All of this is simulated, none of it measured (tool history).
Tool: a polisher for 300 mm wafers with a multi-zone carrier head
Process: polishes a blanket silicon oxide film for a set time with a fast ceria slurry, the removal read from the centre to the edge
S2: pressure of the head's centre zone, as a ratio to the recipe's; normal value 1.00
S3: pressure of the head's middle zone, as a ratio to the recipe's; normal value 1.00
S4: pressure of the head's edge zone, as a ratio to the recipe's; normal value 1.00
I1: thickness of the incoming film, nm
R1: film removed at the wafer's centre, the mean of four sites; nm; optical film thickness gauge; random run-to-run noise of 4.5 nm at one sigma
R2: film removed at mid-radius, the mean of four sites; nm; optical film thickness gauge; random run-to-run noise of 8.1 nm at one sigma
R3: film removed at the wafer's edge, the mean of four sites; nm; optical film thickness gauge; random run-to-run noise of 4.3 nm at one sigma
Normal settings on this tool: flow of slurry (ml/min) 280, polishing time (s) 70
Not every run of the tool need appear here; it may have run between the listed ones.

Run 1, hour 0.0: usual settings but flow of slurry (ml/min) 315; I1 1802.0. Result: R1 556.2 nm, R2 565.3 nm, R3 563.2 nm.
Run 2, hour 21.4: usual settings but polishing time (s) 51; I1 1796.2. Result: R1 396.3 nm, R2 396.9 nm, R3 409.3 nm.
At hour 40.3: worn pad replaced by a new one.
Run 3, hour 49.8: usual settings but polishing time (s) 51; I1 1803.6. Result: R1 404.7 nm, R2 414.2 nm, R3 405.3 nm.
Run 4, hour 69.0: usual settings; I1 1769.3. Result: R1 555.9 nm, R2 549.5 nm, R3 554.4 nm.
Run 5, hour 104.5: usual settings but flow of slurry (ml/min) 335, polishing time (s) 76; I1 1814.2. Result: R1 598.4 nm, R2 610.1 nm, R3 603.7 nm.
Run 6, hour 120.9: usual settings but flow of slurry (ml/min) 335, polishing time (s) 76; I1 1821.9. Result: R1 604.3 nm, R2 612.9 nm, R3 617.5 nm.
At hour 138.3: worn pad replaced by a new one.
Run 7, hour 156.7: usual settings; I1 1830.2. Result: R1 534.6 nm, R2 526.8 nm, R3 542.7 nm.
Run 8, hour 182.0: usual settings; I1 1811.0. Result: R1 532.0 nm, R2 523.6 nm, R3 539.5 nm.
At hour 213.6: edge zone pressure recalibrated.
Run 9, hour 214.1: usual settings; I1 1826.2. Result: R1 534.3 nm, R2 527.6 nm, R3 539.9 nm.
Run 10, hour 232.6: usual settings; I1 1789.3. Result: R1 521.7 nm, R2 525.8 nm, R3 536.6 nm.
At hour 240.6: carrier head's membrane replaced by a new one.
At hour 250.7: worn pad replaced by a new one.
Run 11, hour 255.7: usual settings but polishing time (s) 57; I1 1788.1. Result: R1 425.5 nm, R2 422.3 nm, R3 431.5 nm.
Run 12, hour 271.1: usual settings; I1 1813.8. Result: R1 512.9 nm, R2 517.8 nm, R3 532.0 nm.
At hour 280.9: slurry nozzle cleaned.
At hour 290.9: centre zone pressure recalibrated.
Run 13, hour 291.4: usual settings; I1 1814.2. Result: R1 555.7 nm, R2 564.3 nm, R3 561.4 nm.
Run 14, hour 312.5: usual settings but polishing time (s) 90; I1 1811.2. Result: R1 714.5 nm, R2 715.8 nm, R3 708.5 nm.
Run 15, hour 343.8: usual settings but flow of slurry (ml/min) 185, S2 0.90, S4 0.89, polishing time (s) 53; I1 1802.7. Result: R1 350.0 nm, R2 393.3 nm, R3 390.6 nm.
At hour 349.6: worn pad replaced by a new one.
Run 16, hour 376.0: usual settings but S2 1.11, S4 0.90, polishing time (s) 87; I1 1790.1. Result: R1 769.7 nm, R2 684.0 nm, R3 660.0 nm.
Run 17, hour 394.0: usual settings but flow of slurry (ml/min) 305, S2 1.11, S3 1.10; I1 1766.6. Result: R1 625.8 nm, R2 625.3 nm, R3 562.8 nm.
Run 18, hour 425.3: usual settings but S2 1.09; I1 1772.7. Result: R1 590.6 nm, R2 550.0 nm, R3 561.9 nm.
Run 19, hour 443.3: usual settings but S3 1.06, S4 1.09; I1 1813.7. Result: R1 546.8 nm, R2 580.8 nm, R3 562.9 nm.
At hour 454.0: worn pad replaced by a new one.
Run 20, hour 469.4: usual settings but S4 0.91; I1 1781.7. Result: R1 539.8 nm, R2 546.3 nm, R3 538.5 nm.
Run 21, hour 488.1: usual settings but flow of slurry (ml/min) 220; I1 1791.4. Result: R1 517.7 nm, R2 513.9 nm, R3 530.9 nm.
Run 22, hour 506.9: usual settings but S4 0.97; I1 1819.6. Result: R1 529.1 nm, R2 532.4 nm, R3 534.5 nm.

Each row is a separate what-if for the run after 22, all from the same tool condition, not one after another. Results?
Run A, hour 507.3: usual settings; I1 1836.2. Result: R1 ?, R2 ?, R3 ?.
Run B, hour 507.3: usual settings but S3 1.05, S4 1.08; I1 1836.2. Result: R1 ?, R2 ?, R3 ?.
Run C, hour 507.3: usual settings but flow of slurry (ml/min) 345, polishing time (s) 87; I1 1836.2. Result: R1 ?, R2 ?, R3 ?.

run     R1     R2     R3
  A  536.3  532.4  545.0
  B  536.5  554.8  558.5
  C  689.0  681.7  692.6
With the hidden condition removed and each run's random variation left untouched, the same runs would have given:
run     R1     R2     R3
  A  562.6  555.9  562.9
  B  562.8  579.3  576.9
  C  715.8  705.7  711.1

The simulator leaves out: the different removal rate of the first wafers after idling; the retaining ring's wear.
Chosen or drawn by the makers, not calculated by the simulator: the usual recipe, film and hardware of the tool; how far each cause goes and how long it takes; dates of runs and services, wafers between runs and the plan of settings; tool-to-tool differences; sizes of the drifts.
